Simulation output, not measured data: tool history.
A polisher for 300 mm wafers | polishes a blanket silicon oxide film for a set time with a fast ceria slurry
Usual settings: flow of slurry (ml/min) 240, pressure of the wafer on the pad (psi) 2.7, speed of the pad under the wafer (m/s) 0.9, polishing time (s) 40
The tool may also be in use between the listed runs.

| run | day | flow of slurry (ml/min) | pressure of the wafer on the pad (psi) | speed of the pad under the wafer (m/s) | polishing time (s) | incoming thickness of the incoming film, nm | film removed (Å) |
|---|---|---|---|---|---|---|---|
| 1 | 0 | 240 | 2.7 | 0.9 | 40 | 1550.8 | 6239 |
| 2 | 2.483 | 240 | 2.7 | 0.9 | 40 | 1555.5 | 5995 |
|  | 3.333 | worn pad replaced by a new one |
| 3 | 4.058 | 240 | 2.7 | 0.9 | 40 | 1560.5 | 6121 |
| 4 | 6.112 | 240 | 2.7 | 0.9 | 40 | 1538.2 | 6016 |
|  | 6.433 | slurry nozzle cleaned |
|  | 6.812 | head pressure recalibrated |
| 5 | 8.442 | 280 | 2.7 | 0.9 | 40 | 1540.9 | 6449 |
| 6 | 10.029 | 280 | 2.7 | 0.9 | 40 | 1569.6 | 6191 |
| 7 | 11.929 | 240 | 2.7 | 0.9 | 40 | 1567.5 | 5910 |
|  | 13.642 | worn pad replaced by a new one |
| 8 | 14.621 | 240 | 2.7 | 0.9 | 40 | 1558.2 | 6169 |
|  | 15.746 | slurry nozzle cleaned |
| 9 | 16.733 | 240 | 2.7 | 0.9 | 40 | 1547 | 6539 |
| 10 | 18.462 | 240 | 2.7 | 0.9 | 40 | 1542.1 | 6472 |
| 11 | 20.483 | 240 | 2.7 | 0.9 | 40 | 1529.1 | 6133 |
| 12 | 23.379 | 240 | 2.7 | 0.9 | 40 | 1533.7 | 5871 |
|  | 24.504 | worn pad replaced by a new one |
|  | 25.525 | slurry nozzle cleaned |
| 13 | 26.192 | 215 | 1.9 | 0.9 | 40 | 1565.4 | 5057 |
| 14 | 27.762 | 240 | 2.7 | 0.9 | 40 | 1554.8 | 6437 |
| 15 | 29.25 | 270 | 2.1 | 0.9 | 46 | 1551 | 6170 |
| 16 | 30.979 | 275 | 2.7 | 0.9 | 45 | 1556.2 | 7171 |
| 17 | 33.554 | 240 | 2.7 | 0.9 | 40 | 1553.8 | 5756 |
|  | 33.912 | worn pad replaced by a new one |
| 18 | 35.712 | 240 | 2.7 | 0.9 | 40 | 1559.2 | 5805 |
|  | 36.258 | slurry nozzle cleaned |
| 19 | 37.767 | 240 | 2.7 | 1 | 40 | 1552 | 7363 |
|  | 38.062 | head pressure recalibrated |
| 20 | 39.058 | 165 | 2.2 | 0.9 | 48 | 1523.7 | 6077 |
| 21 | 40.562 | 240 | 2.7 | 0.9 | 40 | 1543.8 | 6207 |
| 22 | 41.746 | 205 | 2.7 | 1.1 | 40 | 1573.1 | 7242 |
|  | 42.625 | worn pad replaced by a new one |
| 23 | 43.646 | 325 | 2.1 | 1.14 | 32 | 1557.9 | 5642 |
|  | 44.633 | slurry nozzle cleaned |
| 24 | 46.029 | 240 | 2.9 | 1.02 | 40 | 1529.9 | 7709 |
| 25 | 48.458 | 240 | 2.7 | 0.9 | 40 | 1527.1 | 6418 |

What the log doesn't show, run by run:
deviation of the head's pressure from its setpoint, %: 0 in every run
H1: removal rate lost through wear of the pad, %
H2: slurry flow missing at the pad, %
| run | H1 | H2 |
|---|---|---|
| 1 | 4.07 | 4.83 |
| 2 | 7.16 | 14.4 |
| 3 | 0.559 | 23.2 |
| 4 | 1.13 | 37.9 |
| 5 | 2.6 | 5.46 |
| 6 | 4.1 | 9.25 |
| 7 | 6.42 | 16.6 |
| 8 | 0.342 | 32.3 |
| 9 | 1.03 | 2.25 |
| 10 | 2.12 | 4.98 |
| 11 | 4 | 11.4 |
| 12 | 7.84 | 26.7 |
| 13 | 0.953 | 2.92 |
| 14 | 1.57 | 4.86 |
| 15 | 2.52 | 8.64 |
| 16 | 4.07 | 15.4 |
| 17 | 7.26 | 30.2 |
| 18 | 0.383 | 46.9 |
| 19 | 1.31 | 2.88 |
| 20 | 2.24 | 5.25 |
| 21 | 3.66 | 9.8 |
| 22 | 5.02 | 14.7 |
| 23 | 0.365 | 25.1 |
| 24 | 1.21 | 3.21 |
| 25 | 3 | 8.61 |

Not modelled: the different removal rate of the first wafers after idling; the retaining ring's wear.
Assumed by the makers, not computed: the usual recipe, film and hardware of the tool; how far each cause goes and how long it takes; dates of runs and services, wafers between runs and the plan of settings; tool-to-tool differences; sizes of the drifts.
